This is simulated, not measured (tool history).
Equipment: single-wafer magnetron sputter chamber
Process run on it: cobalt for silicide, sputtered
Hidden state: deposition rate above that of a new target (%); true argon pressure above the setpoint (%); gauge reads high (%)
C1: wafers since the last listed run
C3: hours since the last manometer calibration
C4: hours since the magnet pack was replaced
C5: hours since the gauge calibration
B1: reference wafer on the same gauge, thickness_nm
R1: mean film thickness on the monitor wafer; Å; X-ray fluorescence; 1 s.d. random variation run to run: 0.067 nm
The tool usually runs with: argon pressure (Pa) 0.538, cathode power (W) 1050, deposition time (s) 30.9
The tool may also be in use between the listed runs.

Run 1, hour 0: usual settings; C1 0; wafers on the sputter target 5869; C3 1758.7; C4 7848; C5 199.8; B1 14.907. Result: R1 160.49 Å.
At hour 40.2: sputter target and shields replaced.
Run 2, hour 40.7: usual settings; C1 692; wafers on the sputter target 11; C3 1799.4; C4 7888.7; C5 240.5; B1 14.898. Result: R1 161.74 Å.
Run 3, hour 67.7: usual settings; C1 571; wafers on the sputter target 583; C3 1826.4; C4 7915.7; C5 267.5; B1 14.887. Result: R1 161.05 Å.
Run 4, hour 121.3: usual settings but argon pressure (Pa) 0.688; C1 1135; wafers on the sputter target 1718; C3 1880; C4 7969.3; C5 321.1; B1 14.891. Result: R1 150.68 Å.
Run 5, hour 175.6: usual settings; C1 1150; wafers on the sputter target 2868; C3 1934.3; C4 8023.6; C5 375.4; B1 14.923. Result: R1 160.58 Å.
Run 6, hour 204.8: usual settings; C1 618; wafers on the sputter target 3486; C3 1963.5; C4 8052.8; C5 404.6; B1 14.89. Result: R1 160.93 Å.
Run 7, hour 266.5: usual settings; C1 1306; wafers on the sputter target 4793; C3 2025.2; C4 8114.5; C5 466.3; B1 14.929. Result: R1 160.61 Å.
Run 8, hour 291.4: usual settings; C1 527; wafers on the sputter target 5321; C3 2050.1; C4 8139.4; C5 491.2; B1 14.9. Result: R1 161.44 Å.
Run 9, hour 344: usual settings; C1 1114; wafers on the sputter target 6435; C3 2102.7; C4 8192; C5 543.8; B1 14.907. Result: R1 161.72 Å.
At hour 398.6: sputter target and shields replaced.
Run 10, hour 400.4: usual settings; C1 1025; wafers on the sputter target 38; C3 2159.1; C4 8248.4; C5 600.2; B1 14.893. Result: R1 160.12 Å.
Run 11, hour 439.9: usual settings; C1 836; wafers on the sputter target 875; C3 2198.6; C4 8287.9; C5 639.7; B1 14.912. Result: R1 160.98 Å.
Run 12, hour 489.4: usual settings; C1 1048; wafers on the sputter target 1923; C3 2248.1; C4 8337.4; C5 689.2; B1 14.92. Result: R1 160.99 Å.
Run 13, hour 552.9: usual settings; C1 1344; wafers on the sputter target 3268; C3 2311.6; C4 8400.9; C5 752.7; B1 14.897. Result: R1 160.66 Å.
At hour 575.3: capacitance manometer re-zeroed and calibrated.
At hour 581.9: gauge calibrated.
Run 14, hour 595: usual settings; C1 722; wafers on the sputter target 3990; C3 19.7; C4 8443; C5 13.1; B1 14.916. Result: R1 160.14 Å.
Run 15, hour 629.1: usual settings but deposition time (s) 33.5; C1 722; wafers on the sputter target 4713; C3 53.8; C4 8477.1; C5 47.2; B1 14.903. Result: R1 174.11 Å.
Run 16, hour 670.1: usual settings but deposition time (s) 33.5; C1 868; wafers on the sputter target 5581; C3 94.8; C4 8518.1; C5 88.2; B1 14.913. Result: R1 175.23 Å.
At hour 707: magnet pack replaced.
Run 17, hour 707.5: usual settings but cathode power (W) 1200, deposition time (s) 28.6; C1 622; wafers on the sputter target 6204; C3 132.2; C4 0.5; C5 125.6; B1 14.899. Result: R1 170.36 Å.
At hour 732.7: sputter target and shields replaced.
Run 18, hour 760: usual settings; C1 942; wafers on the sputter target 578; C3 184.7; C4 53; C5 178.1; B1 14.886. Result: R1 160.66 Å.
Run 19, hour 831.5: usual settings but cathode power (W) 950; C1 1514; wafers on the sputter target 2092; C3 256.2; C4 124.5; C5 249.6; B1 14.904. Result: R1 145.18 Å.
Run 20, hour 874.1: usual settings but argon pressure (Pa) 0.741, deposition time (s) 27.5; C1 902; wafers on the sputter target 2994; C3 298.8; C4 167.1; C5 292.2; B1 14.911. Result: R1 131.07 Å.
Run 21, hour 1010.6: usual settings; C1 2891; wafers on the sputter target 5886; C3 435.3; C4 303.6; C5 428.7; B1 14.889. Result: R1 160.02 Å.
Run 22, hour 1048.6: usual settings but argon pressure (Pa) 0.355, cathode power (W) 850; C1 804; wafers on the sputter target 6690; C3 473.3; C4 341.6; C5 466.7; B1 14.897. Result: R1 140.52 Å.
At hour 1069.1: sputter target and shields replaced.
Run 23, hour 1110.4: usual settings but argon pressure (Pa) 0.745, cathode power (W) 950; C1 1139; wafers on the sputter target 875; C3 535.1; C4 403.4; C5 528.5; B1 14.913. Result: R1 133.27 Å.
Run 24, hour 1148.9: usual settings but cathode power (W) 800; C1 815; wafers on the sputter target 1690; C3 573.6; C4 441.9; C5 567; B1 14.894. Result: R1 121.56 Å.
Run 25, hour 1191.4: usual settings but argon pressure (Pa) 0.434, cathode power (W) 1200, deposition time (s) 33.3; C1 900; wafers on the sputter target 2590; C3 616.1; C4 484.4; C5 609.5; B1 14.879. Result: R1 207.99 Å.
Run 26, hour 1241.4: usual settings; C1 1058; wafers on the sputter target 3649; C3 666.1; C4 534.4; C5 659.5; B1 14.889. Result: R1 159.66 Å.
Run 27, hour 1302.6: usual settings; C1 1296; wafers on the sputter target 4945; C3 727.3; C4 595.6; C5 720.7; B1 14.89. Result: R1 161.38 Å.
Run 28, hour 1331.4: usual settings; C1 609; wafers on the sputter target 5555; C3 756.1; C4 624.4; C5 749.5; B1 14.901. Result: R1 159.78 Å.
Run 29, hour 1361.5: usual settings but argon pressure (Pa) 0.418, cathode power (W) 850, deposition time (s) 25.4; C1 637; wafers on the sputter target 6193; C3 786.2; C4 654.5; C5 779.6; B1 14.887. Result: R1 112.84 Å.
Run 30, hour 1419.6: usual settings; C1 1230; wafers on the sputter target 7423; C3 844.3; C4 712.6; C5 837.7; B1 14.896. Result: R1 160.91 Å.
At hour 1419.7: gauge calibrated.
At hour 1428.5: sputter target and shields replaced.
Run 31, hour 1457.3: usual settings but argon pressure (Pa) 0.353, cathode power (W) 800, deposition time (s) 36.5; C1 629; wafers on the sputter target 610; C3 882; C4 750.3; C5 37.6; B1 14.889. Result: R1 156.47 Å.
Run 32, hour 1507.2: usual settings but cathode power (W) 1200; C1 1056; wafers on the sputter target 1667; C3 931.9; C4 800.2; C5 87.5; B1 14.893. Result: R1 184.94 Å.
Run 33, hour 1576.1: usual settings but deposition time (s) 33.3; C1 1459; wafers on the sputter target 3126; C3 1000.8; C4 869.1; C5 156.4; B1 14.908. Result: R1 173.9 Å.
Run 34, hour 1605.9: usual settings but argon pressure (Pa) 0.592, cathode power (W) 800, deposition time (s) 37; C1 631; wafers on the sputter target 3757; C3 1030.6; C4 898.9; C5 186.2; B1 14.894. Result: R1 144.06 Å.
Run 35, hour 1650: usual settings but cathode power (W) 1200, deposition time (s) 36.1; C1 934; wafers on the sputter target 4691; C3 1074.7; C4 943; C5 230.3; B1 14.927. Result: R1 214.84 Å.

Hidden condition of the tool, last listed run before each entry between runs versus first listed run after:
After run 1, before run 2: sputter target and shields replaced (hour 40.2)
  both runs share identical hidden conditions
After run 9, before run 10: sputter target and shields replaced (hour 398.6)
  both runs share identical hidden conditions
After run 13, before run 14: capacitance manometer re-zeroed and calibrated (hour 575.3); gauge calibrated (hour 581.9)
  both runs share identical hidden conditions
After run 16, before run 17: magnet pack replaced (hour 707)
  both runs share identical hidden conditions
After run 17, before run 18: sputter target and shields replaced (hour 732.7)
  both runs share identical hidden conditions
After run 22, before run 23: sputter target and shields replaced (hour 1069.1)
  both runs share identical hidden conditions
After run 30, before run 31: gauge calibrated (hour 1419.7); sputter target and shields replaced (hour 1428.5)
  both runs share identical hidden conditions
